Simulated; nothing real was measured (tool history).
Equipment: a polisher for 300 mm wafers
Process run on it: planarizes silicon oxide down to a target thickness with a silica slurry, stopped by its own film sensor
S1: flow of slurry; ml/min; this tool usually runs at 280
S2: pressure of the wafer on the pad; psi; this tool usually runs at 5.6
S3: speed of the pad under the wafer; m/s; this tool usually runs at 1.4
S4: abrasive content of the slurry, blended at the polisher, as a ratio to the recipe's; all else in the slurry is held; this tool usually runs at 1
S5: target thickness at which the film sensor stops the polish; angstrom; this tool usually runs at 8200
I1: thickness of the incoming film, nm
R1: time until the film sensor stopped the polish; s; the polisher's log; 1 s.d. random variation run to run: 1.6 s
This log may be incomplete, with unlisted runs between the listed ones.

Run 1, day 0: usual settings; I1 1376.1. Result: R1 122.9 s.
At day 0.867: slurry blender recalibrated.
Run 2, day 1.7: usual settings but S3 1.24 m/s; I1 1375.3. Result: R1 137 s.
At day 4.221: worn pad replaced by a new one.
Run 3, day 4.242: usual settings but S3 1.24 m/s; I1 1398. Result: R1 122.4 s.
Run 4, day 6.996: usual settings; I1 1374.5. Result: R1 118.2 s.
Run 5, day 10.079: usual settings; I1 1400. Result: R1 125.8 s.
At day 12.421: worn pad replaced by a new one.
Run 6, day 12.442: usual settings; I1 1364.5. Result: R1 102.6 s.
Run 7, day 14.458: usual settings; I1 1368. Result: R1 108.1 s.
Run 8, day 16.604: usual settings; I1 1351.5. Result: R1 111.1 s.
At day 16.958: conditioning disc replaced and pad reconditioned.
At day 17.425: slurry nozzle cleaned.
Run 9, day 18.95: usual settings; I1 1363.7. Result: R1 119.7 s.
Run 10, day 20.221: usual settings but S2 4.9 psi; I1 1370.4. Result: R1 133.9 s.
Run 11, day 21.283: usual settings but S2 6.1 psi; I1 1375.2. Result: R1 111.4 s.
At day 22.275: worn pad replaced by a new one.
At day 22.988: slurry blender recalibrated.
Run 12, day 24.188: usual settings but S1 210 ml/min, S2 3.7 psi; I1 1385.7. Result: R1 177.5 s.
Run 13, day 25.267: usual settings; I1 1392.2. Result: R1 120.7 s.
At day 26.517: head pressure recalibrated.
Run 14, day 26.633: usual settings but S1 315 ml/min, S2 6.6 psi, S3 1.04 m/s, S5 7350 angstrom; I1 1375.4. Result: R1 161.8 s.
Run 15, day 28.638: usual settings but S1 345 ml/min, S2 4.1 psi, S3 1.08 m/s, S4 0.75; I1 1403.5. Result: R1 250.7 s.
At day 31.2: worn pad replaced by a new one.
Run 16, day 31.358: usual settings but S1 315 ml/min, S3 1.68 m/s; I1 1386.8. Result: R1 99.2 s.
Run 17, day 33.958: usual settings but S1 210 ml/min, S2 3.9 psi, S5 6740 angstrom; I1 1408.7. Result: R1 232.4 s.
Run 18, day 35.121: usual settings but S3 1.2 m/s, S4 0.75; I1 1376.6. Result: R1 153.6 s.
At day 37.35: conditioning disc replaced and pad reconditioned.
Run 19, day 37.621: usual settings but S4 0.75; I1 1375.9. Result: R1 137.2 s.
Run 20, day 38.638: usual settings; I1 1365.6. Result: R1 124.9 s.
At day 39.692: worn pad replaced by a new one.
Run 21, day 40.9: usual settings but S1 235 ml/min, S2 4.3 psi, S3 1.26 m/s, S5 9380 angstrom; I1 1367.3. Result: R1 125.2 s.
Run 22, day 43.338: usual settings; I1 1379.4. Result: R1 116.6 s.

How would selected steps in R1 from run to run divide? Give the signed amount a tool lacking its hidden state would still show from settings, what came in and random variation, and the signed amount left for the hidden state, including any gauge scatter that is not in both of the compared results.
The tool's hidden condition here consists of: removal rate lost through wear of the pad, %; slurry flow missing at the pad, %; deviation of the head's pressure from its setpoint, %; abrasive missing from the slurry, %; time polished since the conditioner stopped cutting, s.
Run 13 -> 14: S1 280 -> 315, S2 5.6 -> 6.6, S3 1.4 -> 1.04, S5 8200 -> 7350, head pressure recalibrated. R1 +41.1 s: hidden state +20.8, all else +20.3.
Run 15 -> 16: S1 345 -> 315, S2 4.1 -> 5.6, S3 1.08 -> 1.68, S4 0.75 -> 1, worn pad replaced by a new one. R1 -151.5 s: hidden state -34.6, all else -116.9.
Run 16 -> 17: S1 315 -> 210, S2 5.6 -> 3.9, S3 1.68 -> 1.4, S5 8200 -> 6740. R1 +133.2 s: hidden state +13.3, all else +119.9.

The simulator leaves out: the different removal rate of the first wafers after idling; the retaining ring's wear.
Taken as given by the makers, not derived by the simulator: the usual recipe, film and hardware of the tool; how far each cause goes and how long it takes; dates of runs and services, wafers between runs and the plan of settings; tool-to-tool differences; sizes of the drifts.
